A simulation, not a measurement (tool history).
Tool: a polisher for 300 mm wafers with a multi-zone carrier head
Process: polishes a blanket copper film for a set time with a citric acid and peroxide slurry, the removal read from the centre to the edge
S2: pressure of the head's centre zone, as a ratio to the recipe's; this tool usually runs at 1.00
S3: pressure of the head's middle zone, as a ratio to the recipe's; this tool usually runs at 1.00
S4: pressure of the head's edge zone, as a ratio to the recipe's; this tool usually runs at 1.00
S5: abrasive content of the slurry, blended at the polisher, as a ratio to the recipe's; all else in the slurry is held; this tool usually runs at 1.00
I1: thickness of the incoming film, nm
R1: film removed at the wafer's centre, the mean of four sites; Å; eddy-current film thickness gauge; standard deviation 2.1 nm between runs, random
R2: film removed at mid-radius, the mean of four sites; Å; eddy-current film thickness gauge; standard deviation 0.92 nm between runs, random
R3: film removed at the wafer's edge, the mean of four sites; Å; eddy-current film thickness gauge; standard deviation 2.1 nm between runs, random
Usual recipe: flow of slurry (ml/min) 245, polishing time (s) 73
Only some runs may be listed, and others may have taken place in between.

{"run": 1, "hour": 0.0, "flow of slurry (ml/min)": 245, "S2": 0.93, "S3": 1.0, "S4": 1.0, "S5": 1.0, "polishing time (s)": 73, "I1": 1025.4, "R1": 1316, "R2": 1377, "R3": 1434}
{"run": 2, "hour": 41.3, "flow of slurry (ml/min)": 245, "S2": 0.93, "S3": 1.0, "S4": 1.0, "S5": 1.0, "polishing time (s)": 73, "I1": 1041.5, "R1": 1274, "R2": 1360, "R3": 1413}
{"run": 3, "hour": 71.2, "flow of slurry (ml/min)": 285, "S2": 1.0, "S3": 1.0, "S4": 1.0, "S5": 1.0, "polishing time (s)": 73, "I1": 1049.1, "R1": 1370, "R2": 1344, "R3": 1353}
{"run": 4, "hour": 107.1, "flow of slurry (ml/min)": 285, "S2": 1.0, "S3": 1.0, "S4": 1.0, "S5": 1.0, "polishing time (s)": 73, "I1": 1056.3, "R1": 1337, "R2": 1326, "R3": 1337}
{"run": 5, "hour": 130.6, "flow of slurry (ml/min)": 285, "S2": 1.0, "S3": 1.0, "S4": 1.0, "S5": 1.0, "polishing time (s)": 73, "I1": 1039.0, "R1": 1327, "R2": 1306, "R3": 1362}
{"run": 6, "hour": 161.6, "flow of slurry (ml/min)": 245, "S2": 0.96, "S3": 1.0, "S4": 1.0, "S5": 1.15, "polishing time (s)": 73, "I1": 1023.2, "R1": 1391, "R2": 1394, "R3": 1411}
{"run": 7, "hour": 195.7, "flow of slurry (ml/min)": 245, "S2": 1.0, "S3": 1.0, "S4": 1.0, "S5": 1.0, "polishing time (s)": 73, "I1": 1016.6, "R1": 1353, "R2": 1347, "R3": 1394}
{"run": 8, "hour": 223.3, "flow of slurry (ml/min)": 245, "S2": 1.0, "S3": 1.0, "S4": 0.93, "S5": 1.0, "polishing time (s)": 73, "I1": 1036.0, "R1": 1364, "R2": 1319, "R3": 1282}
{"run": 9, "hour": 258.1, "flow of slurry (ml/min)": 245, "S2": 1.0, "S3": 1.0, "S4": 1.0, "S5": 1.0, "polishing time (s)": 73, "I1": 1023.1, "R1": 1327, "R2": 1288, "R3": 1326}
{"run": 10, "hour": 285.6, "flow of slurry (ml/min)": 245, "S2": 1.0, "S3": 1.06, "S4": 1.0, "S5": 0.8, "polishing time (s)": 73, "I1": 1050.7, "R1": 1253, "R2": 1304, "R3": 1256}
{"run": 11, "hour": 311.9, "flow of slurry (ml/min)": 245, "S2": 1.0, "S3": 1.0, "S4": 1.0, "S5": 1.0, "polishing time (s)": 73, "I1": 1059.7, "R1": 1301, "R2": 1245, "R3": 1293}
{"run": 12, "hour": 345.9, "flow of slurry (ml/min)": 245, "S2": 1.0, "S3": 1.0, "S4": 1.0, "S5": 1.0, "polishing time (s)": 73, "I1": 1037.2, "R1": 1426, "R2": 1378, "R3": 1401}
{"run": 13, "hour": 372.4, "flow of slurry (ml/min)": 245, "S2": 1.0, "S3": 1.12, "S4": 1.0, "S5": 1.15, "polishing time (s)": 73, "I1": 1032.1, "R1": 1435, "R2": 1532, "R3": 1411}
{"run": 14, "hour": 394.4, "flow of slurry (ml/min)": 175, "S2": 1.0, "S3": 1.05, "S4": 1.0, "S5": 1.0, "polishing time (s)": 73, "I1": 1049.6, "R1": 1304, "R2": 1351, "R3": 1285}
{"run": 15, "hour": 407.3, "flow of slurry (ml/min)": 245, "S2": 0.91, "S3": 1.07, "S4": 1.0, "S5": 1.0, "polishing time (s)": 95, "I1": 1037.3, "R1": 1634, "R2": 1849, "R3": 1739}
{"run": 16, "hour": 434.7, "flow of slurry (ml/min)": 245, "S2": 0.9, "S3": 1.0, "S4": 1.0, "S5": 1.0, "polishing time (s)": 55, "I1": 1035.7, "R1": 933, "R2": 999, "R3": 994}
{"run": 17, "hour": 460.9, "flow of slurry (ml/min)": 215, "S2": 0.89, "S3": 0.93, "S4": 1.0, "S5": 0.75, "polishing time (s)": 73, "I1": 1050.8, "R1": 1154, "R2": 1150, "R3": 1282}
{"run": 18, "hour": 483.5, "flow of slurry (ml/min)": 245, "S2": 1.0, "S3": 0.9, "S4": 1.06, "S5": 1.0, "polishing time (s)": 73, "I1": 1034.8, "R1": 1359, "R2": 1176, "R3": 1331}
{"run": 19, "hour": 497.8, "flow of slurry (ml/min)": 245, "S2": 1.0, "S3": 1.0, "S4": 1.0, "S5": 1.0, "polishing time (s)": 73, "I1": 1057.6, "R1": 1302, "R2": 1253, "R3": 1311}
{"run": 20, "hour": 511.8, "flow of slurry (ml/min)": 205, "S2": 1.0, "S3": 0.9, "S4": 1.0, "S5": 1.0, "polishing time (s)": 73, "I1": 1037.7, "R1": 1265, "R2": 1112, "R3": 1260}
{"run": 21, "hour": 532.0, "flow of slurry (ml/min)": 245, "S2": 1.09, "S3": 1.09, "S4": 1.0, "S5": 1.0, "polishing time (s)": 49, "I1": 1042.6, "R1": 1019, "R2": 1007, "R3": 926}
{"run": 22, "hour": 548.4, "flow of slurry (ml/min)": 245, "S2": 1.0, "S3": 1.0, "S4": 1.0, "S5": 1.0, "polishing time (s)": 55, "I1": 1042.3, "R1": 1078, "R2": 1043, "R3": 1073}

The log once held 7 entries between its listed runs, left out of this copy. Where does each go, and what is different about the tool's unlogged condition between the listed run before it and the listed run after it?
In the gap between runs 1 and 2: edge zone pressure recalibrated (hour 6.1); slurry nozzle cleaned (hour 9.8)
  removal rate lost through wear of the pad, %: 1.14 -> 3.36
  measured result minus the result with no hidden state, R1: -15 -> -44 Å; R2: -16 -> -47 Å; R3: -16 -> -49 Å
In the gap between runs 5 and 6: worn pad replaced by a new one (hour 153.7)
  removal rate lost through wear of the pad, %: 8.17 -> 2.08
  measured result minus the result with no hidden state, R1: -118 -> -30 Å; R2: -116 -> -29 Å; R3: -121 -> -30 Å
In the gap between runs 6 and 7: carrier head's membrane replaced by a new one (hour 191.4)
  removal rate lost through wear of the pad, %: 2.08 -> 3.92
  measured result minus the result with no hidden state, R1: -30 -> -55 Å; R2: -29 -> -55 Å; R3: -30 -> -57 Å
In the gap between runs 11 and 12: worn pad replaced by a new one (hour 345.4)
  removal rate lost through wear of the pad, %: 10.2 -> 1.3
  measured result minus the result with no hidden state, R1: -147 -> -19 Å; R2: -141 -> -18 Å; R3: -146 -> -18 Å
In the gap between runs 18 and 19: centre zone pressure recalibrated (hour 490.1)
  removal rate lost through wear of the pad, %: 8.71 -> 9.48
  measured result minus the result with no hidden state, R1: -130 -> -137 Å; R2: -112 -> -131 Å; R3: -127 -> -137 Å
In the gap between runs 20 and 21: worn pad replaced by a new one (hour 531.5)
  removal rate lost through wear of the pad, %: 10.2 -> 0.246
  measured result minus the result with no hidden state, R1: -144 -> -2 Å; R2: -127 -> -3 Å; R3: -144 -> -3 Å
